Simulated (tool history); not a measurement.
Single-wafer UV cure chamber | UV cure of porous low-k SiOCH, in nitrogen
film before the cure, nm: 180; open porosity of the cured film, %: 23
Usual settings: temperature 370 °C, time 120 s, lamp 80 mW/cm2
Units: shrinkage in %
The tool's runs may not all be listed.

run    hour  temperature  time  lamp  shrinkage
  1     0.0          370   120    80      9.049
  2    37.5          370   120    80      9.137
  3    89.6          370   120    80      9.195
  4   148.4          370   120   110     10.515
  5   213.9          378   120    64      8.458
  6   285.6          378   120    64      8.101
      344.9  -- quartz window cleaned
  7   345.4          378   120    64      8.191
  8   378.6          366   120    63      7.881
  9   441.6          366   120    63      7.947
 10   472.3          366   120    63      7.933
 11   526.6          379   120    80      9.166
 12   573.4          379   120    80      9.115
 13   775.3          379   120    80      9.275
 14   805.4          370   120    64      8.061
 15   854.7          370   120    80      9.170
 16   893.0          370   120    80      9.048
      950.6  -- quartz window cleaned
 17   951.1          370   120    80      9.257
 18  1008.1          370   120    80      9.118
 19  1060.6          370   120    80      8.940
     1079.4  -- UV bulbs replaced
 20  1126.8          370   120    80      9.023
 21  1280.8          370   120    80      9.204
 22  1333.8          370   120    80      9.066
 23  1368.5          387   120    97     10.191
 24  1435.5          353   120    44      6.088
 25  1488.9          359   120    96      9.685
 26  1536.9          370   120    56      7.394
     1560.1  -- quartz window cleaned
 27  1593.3          370   120    80      8.982
 28  1779.8          370    70    43      4.341
 29  1820.5          352   120    80      8.677
 30  1873.8          363    65   119      7.846
 31  1933.3          370   120    80      9.073
 32  1963.3          370   120    80      8.780
 33  2007.4          370   120    80      9.176
 34  2120.1          376   185   116     12.929
     2159.5  -- quartz window cleaned
 35  2180.0          370   180    80     11.197
 36  2232.8          360   170    99     11.513
 37  2295.0          385   190    98     12.704
 38  2360.4          361    75    49      4.750
 39  2430.4          388   120    46      6.930
 40  2485.0          366   120    63      7.869
 41  2529.5          370   120    43      6.345
 42  2560.2          360   120    42      6.096
 43  2606.1          370   120    80      8.957
 44  2671.1          352    65    50      4.265
 45  2713.3          370   120    80      9.031

The tool's hidden state at each run:
lamp output below its setpoint, %: 0 in every run
transmission lost against a clean window, %: 0 in every run

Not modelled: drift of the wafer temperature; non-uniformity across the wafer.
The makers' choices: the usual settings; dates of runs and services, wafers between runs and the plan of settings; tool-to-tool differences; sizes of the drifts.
